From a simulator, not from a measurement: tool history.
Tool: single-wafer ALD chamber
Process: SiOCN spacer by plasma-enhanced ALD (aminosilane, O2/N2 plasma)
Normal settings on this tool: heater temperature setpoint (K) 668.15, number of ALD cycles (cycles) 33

run	hour	heater temperature setpoint (K)	number of ALD cycles (cycles)	wafers since the last listed run	hours since the last thermocouple change	hours since the gauge calibration	read-back reference wafer on the same gauge, thickness_nm	mean film thickness on the monitor wafer (Å)
1	0	668.15	33	0	1973.2	277	2.01	18.94
2	58.4	668.15	33	541	2031.6	335.4	2.008	18.9
3	83.3	668.15	33	230	2056.5	360.3	2.006	18.95
4	111.8	668.15	33	264	2085	388.8	2.004	18.93
5	218.3	668.15	33	987	2191.5	495.3	1.996	18.86
6	230.7	668.15	33	114	2203.9	507.7	1.995	18.86
7	262	668.15	33	290	2235.2	539	1.992	18.85
8	292.8	668.15	33	285	2266	569.8	1.989	18.8
9	320.2	668.15	33	254	2293.4	597.2	1.986	18.86
10	338.1	668.15	33	165	2311.3	615.1	1.983	18.8
11	373.3	668.15	33	326	2346.5	650.3	1.98	18.66
12	400.2	668.15	33	249	2373.4	677.2	1.976	18.71
# hour 418.2: gauge calibrated
13	423.6	668.15	33	216	2396.8	5.4	2.024	19.12
14	451.5	668.15	33	258	2424.7	33.3	2.026	19.12
15	479	679.15	36	254	2452.2	60.8	2.024	20.51
16	514.3	679.15	36	327	2487.5	96.1	2.025	20.48
17	535.5	674.15	36	196	2508.7	117.3	2.023	20.81
18	570.3	668.15	33	322	2543.5	152.1	2.022	19.08
19	589.5	657.15	38	178	2562.7	171.3	2.021	22.11
# hour 616.2: thermocouple changed; heater temperature recalibrated
20	617.4	659.15	36	184	1.2	199.2	2.02	20.81
21	639.8	660.15	28	207	23.6	221.6	2.019	16.25
22	672.1	668.15	27	299	55.9	253.9	2.019	15.57
23	692.5	668.15	33	189	76.3	274.3	2.017	19.07
24	716.2	673.15	35	219	100	298	2.016	20.23
25	736.3	681.15	33	186	120.1	318.1	2.015	18.66
26	767	658.15	30	284	150.8	348.8	2.013	17.3
27	788.8	678.15	36	202	172.6	370.6	2.01	20.51
28	815.6	663.15	31	248	199.4	397.4	2.009	17.9
29	851.5	659.15	37	332	235.3	433.3	2.007	21.23
30	879.1	668.15	27	255	262.9	460.9	2.005	15.53
31	948.7	668.15	36	645	332.5	530.5	1.998	20.67
32	980.4	668.15	33	293	364.2	562.2	1.995	18.91
33	1002.2	660.15	29	202	386	584	1.992	16.55

Selected run-to-run steps in mean film thickness on the monitor wafer (Å), each split into two signed amounts: the part the tool would show with no hidden state at all (from settings, incoming material and random variation), and the remainder, which goes to the hidden state together with any gauge scatter not common to the measured and the hidden-state-free results:
What the log doesn't record here: wafer temperature above the value expected at the setpoint (K); gauge reads high (%).
Run 4 -> 5: no setting changed, nothing entered. mean film thickness on the monitor wafer (Å) -0.07: hidden state -0.09, all else +0.02.
Run 12 -> 13: gauge calibrated. mean film thickness on the monitor wafer (Å) +0.41: hidden state +0.45, all else -0.04.
Run 20 -> 21: heater temperature setpoint (K) 659.15 -> 660.15, number of ALD cycles (cycles) 36 -> 28. mean film thickness on the monitor wafer (Å) -4.56: hidden state -0.01, all else -4.55.
Run 29 -> 30: heater temperature setpoint (K) 659.15 -> 668.15, number of ALD cycles (cycles) 37 -> 27. mean film thickness on the monitor wafer (Å) -5.7: hidden state +0.02, all else -5.72.
Run 30 -> 31: number of ALD cycles (cycles) 27 -> 36. mean film thickness on the monitor wafer (Å) +5.14: hidden state -0.11, all else +5.25.
